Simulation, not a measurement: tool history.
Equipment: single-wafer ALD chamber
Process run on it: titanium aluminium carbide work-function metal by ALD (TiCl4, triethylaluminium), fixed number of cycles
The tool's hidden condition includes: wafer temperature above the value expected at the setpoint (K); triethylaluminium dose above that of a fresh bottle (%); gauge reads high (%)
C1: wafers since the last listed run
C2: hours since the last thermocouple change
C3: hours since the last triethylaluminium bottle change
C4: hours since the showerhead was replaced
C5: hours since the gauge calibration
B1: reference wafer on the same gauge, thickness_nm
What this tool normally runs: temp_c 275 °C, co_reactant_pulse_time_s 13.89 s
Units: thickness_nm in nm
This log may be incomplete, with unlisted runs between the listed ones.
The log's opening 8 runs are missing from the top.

{"run": 9, "day": 22.379, "temp_c": 275, "co_reactant_pulse_time_s": 13.89, "C1": 1108, "C2": 117.2, "C3": 372.3, "C4": 6356.1, "C5": 1133.1, "B1": 1.791, "thickness_nm": 1.928}
{"run": 10, "day": 26.817, "temp_c": 265, "co_reactant_pulse_time_s": 17.29, "C1": 1303, "C2": 223.7, "C3": 478.8, "C4": 6462.6, "C5": 1239.6, "B1": 1.79, "thickness_nm": 1.872}
{"run": 11, "day": 29.342, "temp_c": 265, "co_reactant_pulse_time_s": 17.29, "C1": 741, "C2": 284.3, "C3": 539.4, "C4": 6523.2, "C5": 1300.2, "B1": 1.79, "thickness_nm": 1.865}
{"run": 12, "day": 30.858, "temp_c": 275, "co_reactant_pulse_time_s": 13.89, "C1": 445, "C2": 320.7, "C3": 575.8, "C4": 6559.6, "C5": 1336.6, "B1": 1.791, "thickness_nm": 1.925}
{"run": 13, "day": 33.508, "temp_c": 275, "co_reactant_pulse_time_s": 13.89, "C1": 778, "C2": 384.3, "C3": 639.4, "C4": 6623.2, "C5": 1400.2, "B1": 1.789, "thickness_nm": 1.923}
{"run": 14, "day": 37.642, "temp_c": 275, "co_reactant_pulse_time_s": 13.89, "C1": 1213, "C2": 483.5, "C3": 738.6, "C4": 6722.4, "C5": 1499.4, "B1": 1.789, "thickness_nm": 1.918}
{"day": 47.1, "done": "triethylaluminium bottle replaced"}
{"run": 15, "day": 47.712, "temp_c": 275, "co_reactant_pulse_time_s": 13.89, "C1": 2859, "C2": 725.2, "C3": 14.7, "C4": 6964.1, "C5": 1741.1, "B1": 1.791, "thickness_nm": 1.97}
{"run": 16, "day": 51.092, "temp_c": 282, "co_reactant_pulse_time_s": 8.51, "C1": 992, "C2": 806.3, "C3": 95.8, "C4": 7045.2, "C5": 1822.2, "B1": 1.789, "thickness_nm": 1.687}
{"run": 17, "day": 52.871, "temp_c": 275, "co_reactant_pulse_time_s": 13.89, "C1": 522, "C2": 849.0, "C3": 138.5, "C4": 7087.9, "C5": 1864.9, "B1": 1.791, "thickness_nm": 1.983}
{"run": 18, "day": 54.917, "temp_c": 266, "co_reactant_pulse_time_s": 9.46, "C1": 600, "C2": 898.1, "C3": 187.6, "C4": 7137.0, "C5": 1914.0, "B1": 1.791, "thickness_nm": 1.693}
{"day": 55.879, "done": "thermocouple changed; heater temperature recalibrated"}
{"run": 19, "day": 58.708, "temp_c": 275, "co_reactant_pulse_time_s": 9.87, "C1": 1015, "C2": 67.9, "C3": 278.6, "C4": 7228.0, "C5": 2005.0, "B1": 1.79, "thickness_nm": 1.747}
{"run": 20, "day": 61.925, "temp_c": 275, "co_reactant_pulse_time_s": 13.89, "C1": 944, "C2": 145.1, "C3": 355.8, "C4": 7305.2, "C5": 2082.2, "B1": 1.789, "thickness_nm": 1.925}

Expected results for the next run?
{"run": 21, "day": 65.662, "temp_c": 268, "co_reactant_pulse_time_s": 8.52, "C1": 1097, "C2": 234.8, "C3": 445.5, "C4": 7394.9, "C5": 2171.9, "B1": "?", "thickness_nm": "?"}

For run 21 the tool returned B1 1.790, thickness_nm 1.481 nm.
Take away the tool's hidden state, keep the run-to-run variation as it was, and the same run would have given thickness_nm 1.591 nm.
